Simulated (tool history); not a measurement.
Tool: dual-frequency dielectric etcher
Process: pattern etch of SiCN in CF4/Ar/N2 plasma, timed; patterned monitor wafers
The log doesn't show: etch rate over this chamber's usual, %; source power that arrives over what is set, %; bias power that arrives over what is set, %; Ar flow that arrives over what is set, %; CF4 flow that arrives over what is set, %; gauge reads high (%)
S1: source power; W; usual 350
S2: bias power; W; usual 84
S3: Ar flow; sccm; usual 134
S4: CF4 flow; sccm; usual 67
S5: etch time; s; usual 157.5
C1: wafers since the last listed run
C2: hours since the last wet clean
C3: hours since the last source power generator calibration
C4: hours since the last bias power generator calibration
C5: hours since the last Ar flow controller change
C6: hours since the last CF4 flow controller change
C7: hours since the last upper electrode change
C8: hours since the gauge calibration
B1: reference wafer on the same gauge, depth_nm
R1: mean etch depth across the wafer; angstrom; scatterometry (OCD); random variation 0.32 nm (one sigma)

run	hour	S1	S2	S3	S4	S5	C1	C2	C3	C4	C5	C6	C7	C8	B1	R1
1	0	350	84	157	67	157.5	0	248.5	1971.2	2424.2	3190.9	4579.1	2460	103.8	101.9	1177
2	90.7	350	84	157	67	157.5	677	339.2	2061.9	2514.9	3281.6	4669.8	2550.7	194.5	102	1178
3	170.5	350	84	157	67	157.5	595	419	2141.7	2594.7	3361.4	4749.6	2630.5	274.3	102	1172
4	256	350	84	134	67	157.5	638	504.5	2227.2	2680.2	3446.9	4835.1	2716	359.8	102	1199
5	305.7	350	84	134	55	157.5	371	554.2	2276.9	2729.9	3496.6	4884.8	2765.7	409.5	101.9	1171
6	365.9	350	84	134	67	157.5	449	614.4	2337.1	2790.1	3556.8	4945	2825.9	469.7	102	1195
# hour 379: bias power generator calibrated
# hour 400.6: wet clean of the chamber
# hour 403.6: CF4 flow controller replaced
# hour 514: source power generator calibrated
# hour 545.4: Ar flow controller replaced
# hour 582.4: upper electrode replaced
7	582.9	350	84	106	67	142.5	1153	182.3	68.9	203.9	37.5	179.3	0.5	686.7	102	1155
8	632.2	350	100	134	67	157.5	368	231.6	118.2	253.2	86.8	228.6	49.8	736	102.1	1369
9	676.6	350	67	134	67	157.5	331	276	162.6	297.6	131.2	273	94.2	780.4	102.1	1083
10	750.9	350	84	134	67	157.5	554	350.3	236.9	371.9	205.5	347.3	168.5	854.7	102	1236
11	861.3	350	84	134	67	157.5	824	460.7	347.3	482.3	315.9	457.7	278.9	965.1	102	1235
12	939.4	350	84	162	53	157.5	583	538.8	425.4	560.4	394	535.8	357	1043.2	102	1169
# hour 964.2: wet clean of the chamber
13	1033.8	300	84	134	67	191.5	525	69.6	519.8	654.8	488.4	630.2	451.4	1137.6	102	1330

The next listed run, before its measurement:
14	1136.6	350	84	134	67	157.5	767	172.4	622.6	757.6	591.2	733	554.2	1240.4	?	?

B1: 102
R1: 1239 angstrom
Without the tool's hidden state the same run would have given R1 1243 angstrom.
